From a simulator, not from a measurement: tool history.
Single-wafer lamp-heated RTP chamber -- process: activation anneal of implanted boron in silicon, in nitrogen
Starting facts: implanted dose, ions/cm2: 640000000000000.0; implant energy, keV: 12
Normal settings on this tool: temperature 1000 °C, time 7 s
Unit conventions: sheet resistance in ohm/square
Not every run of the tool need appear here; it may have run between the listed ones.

run	hour	temperature	time	read-back reference wafer on the same gauge, sheet resistance	sheet resistance
1	0.0	1000	9	221.27	204.16
2	82.0	1000	8	221.19	204.17
# hour 90.2: gauge calibrated
3	129.0	1000	7	215.95	202.74
4	198.9	1000	7	216.71	202.35
5	281.5	1000	7	217.18	202.76
# hour 323.8: pyrometer window cleaned and pyrometer calibrated
6	324.9	1000	7	217.35	202.18
7	365.0	1000	7	217.81	204.08
# hour 387.3: reflector plate cleaned
8	465.3	1000	7	218.28	203.76
9	515.6	1000	7	218.68	204.18
10	608.6	1000	7	218.86	206.38
11	657.5	1000	7	219.20	204.67
12	731.3	1000	7	219.13	205.13
13	826.3	1023	7	219.66	200.92
14	872.0	1010	7	219.68	201.45
# hour 883.5: pyrometer window cleaned and pyrometer calibrated
# hour 909.0: reflector plate cleaned
15	949.0	1010	7	219.93	202.71
16	1052.9	1000	7	219.77	205.59
17	1139.4	1000	7	220.28	205.88
18	1191.1	972	10	220.14	224.46
19	1232.1	1000	4	220.18	207.71
20	1337.7	1027	11	220.43	199.97
# hour 1402.4: gauge calibrated
# hour 1402.6: reflector plate cleaned
21	1415.9	1027	5	215.95	195.15
# hour 1444.2: pyrometer window cleaned and pyrometer calibrated
22	1523.6	1022	5	217.03	197.23
23	1602.0	975	7	217.71	219.91
24	1708.2	1000	7	218.08	203.67
25	1745.4	973	5	218.24	225.71
26	1803.7	1000	5	218.74	205.25
# hour 1891.4: reflector plate cleaned
27	1904.2	1017	11	219.22	200.91
28	1972.3	971	9	219.57	224.97
# hour 1993.1: pyrometer window cleaned and pyrometer calibrated
29	2056.2	1000	11	219.61	203.72
30	2151.4	1000	7	219.85	205.31
31	2255.3	1016	5	219.96	203.52
# hour 2325.8: reflector plate cleaned
32	2326.3	1000	7	220.34	206.34
# hour 2443.7: pyrometer window cleaned and pyrometer calibrated
33	2489.6	1015	7	220.65	201.54
34	2527.5	991	7	220.53	209.75

What if the next run were any one of these 5? Each begins from the tool's condition after run 34:
A	2527.9	1000	7	?	?
B	2527.9	1000	10	?	?
C	2527.9	976	10	?	?
D	2527.9	1030	8	?	?
E	2527.9	1025	9	?	?

run	read-back reference wafer on the same gauge, sheet resistance	sheet resistance
A	220.37	205.35
B	220.37	204.27
C	220.37	219.51
D	220.37	199.63
E	220.37	199.88
With the hidden condition removed and each run's random variation left untouched, the same runs would have given:
run	sheet resistance
A	201.25
B	200.19
C	215.13
D	195.65
E	195.89
